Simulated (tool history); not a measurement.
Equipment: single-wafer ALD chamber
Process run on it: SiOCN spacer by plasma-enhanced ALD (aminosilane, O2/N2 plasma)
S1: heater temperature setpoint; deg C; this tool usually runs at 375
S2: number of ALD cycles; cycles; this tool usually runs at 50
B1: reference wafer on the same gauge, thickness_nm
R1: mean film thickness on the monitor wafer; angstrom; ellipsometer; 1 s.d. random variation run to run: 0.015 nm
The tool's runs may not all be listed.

run 1 hour=0.0 | S1=369 S2=54 | B1=3.376 | R1=33.81
run 2 hour=107.9 | S1=369 S2=54 | B1=3.382 | R1=34.16
run 3 hour=195.4 | S1=375 S2=50 | B1=3.378 | R1=31.42
run 4 hour=282.8 | S1=375 S2=50 | B1=3.379 | R1=31.37
run 5 hour=371.2 | S1=375 S2=50 | B1=3.380 | R1=31.67
run 6 hour=466.4 | S1=375 S2=50 | B1=3.379 | R1=31.50
run 7 hour=504.4 | S1=375 S2=43 | B1=3.382 | R1=27.12
run 8 hour=582.3 | S1=375 S2=43 | B1=3.381 | R1=27.27
run 9 hour=681.5 | S1=375 S2=43 | B1=3.378 | R1=27.08
run 10 hour=786.8 | S1=375 S2=50 | B1=3.378 | R1=31.63
run 11 hour=835.3 | S1=375 S2=50 | B1=3.381 | R1=31.54
run 12 hour=906.0 | S1=375 S2=50 | B1=3.377 | R1=31.21
run 13 hour=997.4 | S1=370 S2=50 | B1=3.376 | R1=31.48
run 14 hour=1057.8 | S1=370 S2=50 | B1=3.382 | R1=31.58
run 15 hour=1147.0 | S1=375 S2=45 | B1=3.380 | R1=28.47
-- hour=1168.6 gauge calibrated
run 16 hour=1249.2 | S1=375 S2=45 | B1=3.380 | R1=28.56
run 17 hour=1304.4 | S1=375 S2=45 | B1=3.379 | R1=28.34
run 18 hour=1378.6 | S1=375 S2=56 | B1=3.381 | R1=35.41
run 19 hour=1449.8 | S1=369 S2=58 | B1=3.380 | R1=36.51
-- hour=1477.3 thermocouple changed; heater temperature recalibrated
run 20 hour=1506.5 | S1=375 S2=50 | B1=3.379 | R1=31.65
run 21 hour=1602.2 | S1=375 S2=50 | B1=3.378 | R1=31.71
run 22 hour=1687.8 | S1=381 S2=44 | B1=3.376 | R1=27.65
run 23 hour=1731.8 | S1=388 S2=50 | B1=3.383 | R1=31.32
run 24 hour=1914.0 | S1=375 S2=50 | B1=3.379 | R1=31.53
run 25 hour=1977.3 | S1=382 S2=41 | B1=3.381 | R1=25.73
run 26 hour=2035.0 | S1=375 S2=50 | B1=3.381 | R1=31.39
run 27 hour=2136.1 | S1=375 S2=50 | B1=3.378 | R1=31.37
run 28 hour=2179.8 | S1=375 S2=44 | B1=3.380 | R1=27.89
run 29 hour=2221.5 | S1=364 S2=41 | B1=3.378 | R1=25.82
run 30 hour=2261.0 | S1=375 S2=50 | B1=3.381 | R1=31.69
run 31 hour=2352.8 | S1=368 S2=41 | B1=3.381 | R1=25.91
run 32 hour=2454.1 | S1=389 S2=56 | B1=3.378 | R1=35.32
run 33 hour=2559.1 | S1=375 S2=50 | B1=3.385 | R1=31.38
run 34 hour=2630.4 | S1=387 S2=60 | B1=3.379 | R1=37.93
-- hour=2681.8 gauge calibrated
run 35 hour=2689.8 | S1=381 S2=54 | B1=3.381 | R1=34.05
run 36 hour=2758.5 | S1=361 S2=50 | B1=3.378 | R1=31.43

Below are 5 alternative next runs, each starting from the tool's condition after run 36. Predict each:
run A hour=2759.0 | S1=375 S2=50 | B1=? | R1=?
run B hour=2759.0 | S1=363 S2=56 | B1=? | R1=?
run C hour=2759.0 | S1=385 S2=42 | B1=? | R1=?
run D hour=2759.0 | S1=375 S2=42 | B1=? | R1=?
run E hour=2759.0 | S1=388 S2=41 | B1=? | R1=?

run=A B1=3.380 R1=31.56
run=B B1=3.380 R1=35.35
run=C B1=3.380 R1=26.51
run=D B1=3.380 R1=26.51
run=E B1=3.380 R1=25.88
Without the tool's unlogged condition, the same runs would have read:
run=A R1=31.56
run=B R1=35.35
run=C R1=26.51
run=D R1=26.51
run=E R1=25.88
